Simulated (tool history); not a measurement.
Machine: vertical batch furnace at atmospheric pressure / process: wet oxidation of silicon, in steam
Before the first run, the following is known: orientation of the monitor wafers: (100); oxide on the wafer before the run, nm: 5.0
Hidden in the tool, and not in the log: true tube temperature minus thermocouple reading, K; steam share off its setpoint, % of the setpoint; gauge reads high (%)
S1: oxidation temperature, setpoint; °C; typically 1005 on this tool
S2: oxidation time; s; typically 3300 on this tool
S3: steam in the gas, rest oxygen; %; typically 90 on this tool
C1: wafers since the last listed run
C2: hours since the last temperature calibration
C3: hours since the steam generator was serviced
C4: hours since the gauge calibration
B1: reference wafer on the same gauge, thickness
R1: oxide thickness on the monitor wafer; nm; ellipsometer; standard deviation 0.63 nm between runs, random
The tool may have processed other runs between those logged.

run	hour	S1	S2	S3	C1	C2	C3	C4	B1	R1
1	0.0	1005	3300	90	0	2546.9	2903.3	103.5	344.89	414.09
2	12.0	1005	3300	90	137	2558.9	2915.3	115.5	345.05	414.05
3	23.9	1015	3300	90	136	2570.8	2927.2	127.4	345.04	442.64
4	32.7	1015	3300	90	100	2579.6	2936.0	136.2	345.16	443.20
5	52.4	1005	3300	90	225	2599.3	2955.7	155.9	345.14	412.93
6	73.2	1005	3300	90	237	2620.1	2976.5	176.7	345.10	412.53
7	85.4	1005	3300	90	139	2632.3	2988.7	188.9	345.05	413.89
8	98.5	1005	1980	87	149	2645.4	3001.8	202.0	344.98	282.58
9	113.1	1005	3300	90	166	2660.0	3016.4	216.6	344.90	413.74
10	127.3	1005	3300	90	162	2674.2	3030.6	230.8	345.04	413.01
11	147.4	1005	4260	90	229	2694.3	3050.7	250.9	344.72	490.41
12	157.8	1005	3300	90	118	2704.7	3061.1	261.3	345.13	411.85
13	170.9	1005	3300	90	149	2717.8	3074.2	274.4	345.15	413.89
14	184.6	1005	3300	90	156	2731.5	3087.9	288.1	345.03	413.94
15	203.3	1005	3300	90	213	2750.2	3106.6	306.8	344.97	413.36
16	232.7	1005	3300	90	336	2779.6	3136.0	336.2	345.07	412.51
17	241.2	1005	3300	97	97	2788.1	3144.5	344.7	345.10	434.73
18	253.8	1005	4830	90	144	2800.7	3157.1	357.3	345.12	533.60
19	261.7	1005	4200	96	90	2808.6	3165.0	365.2	345.07	506.61
# hour 292.0: thermocouples replaced and temperature profile calibrated
20	292.5	1005	2820	85	77	0.5	3195.8	396.0	344.96	343.25
21	297.7	1005	3300	83	59	5.7	3201.0	401.2	344.81	377.23
22	304.1	1005	1740	97	73	12.1	3207.4	407.6	345.02	267.06
23	312.3	988	4770	84	93	20.3	3215.6	415.8	344.92	431.50
24	330.6	1005	3300	90	209	38.6	3233.9	434.1	344.98	397.33
25	346.2	992	2460	86	178	54.2	3249.5	449.7	344.85	283.00
# hour 375.2: steam generator serviced
26	375.7	1005	3300	90	62	83.7	0.5	479.2	344.77	419.23
27	380.9	1005	1740	97	59	88.9	5.7	484.4	345.02	280.85
# hour 385.3: gauge calibrated
28	386.1	1022	4860	90	59	94.1	10.9	0.8	345.12	601.36
29	400.9	1016	3960	97	169	108.9	25.7	15.6	345.06	534.41
30	409.4	1005	1680	97	97	117.4	34.2	24.1	345.06	274.54
31	427.7	1005	3300	90	209	135.7	52.5	42.4	345.07	419.03
32	437.6	1005	3810	97	113	145.6	62.4	52.3	344.84	485.02
33	457.3	1005	2130	90	225	165.3	82.1	72.0	345.06	308.88
34	472.4	1012	2700	97	172	180.4	97.2	87.1	345.07	403.60
35	484.5	1005	3300	90	138	192.5	109.3	99.2	345.09	419.56

What if the next run were any one of these 4? Each begins from the tool's condition after run 35:
A	489.8	1005	3300	90	60	197.8	114.6	104.5	?	?
B	489.8	980	3300	85	60	197.8	114.6	104.5	?	?
C	489.8	1005	2730	81	60	197.8	114.6	104.5	?	?
D	489.8	1005	2190	86	60	197.8	114.6	104.5	?	?

run	B1	R1
A	344.98	417.64
B	344.98	329.53
C	344.98	340.56
D	344.98	303.91
With the hidden condition removed and each run's random variation left untouched, the same runs would have given:
run	R1
A	417.45
B	329.34
C	340.39
D	303.75
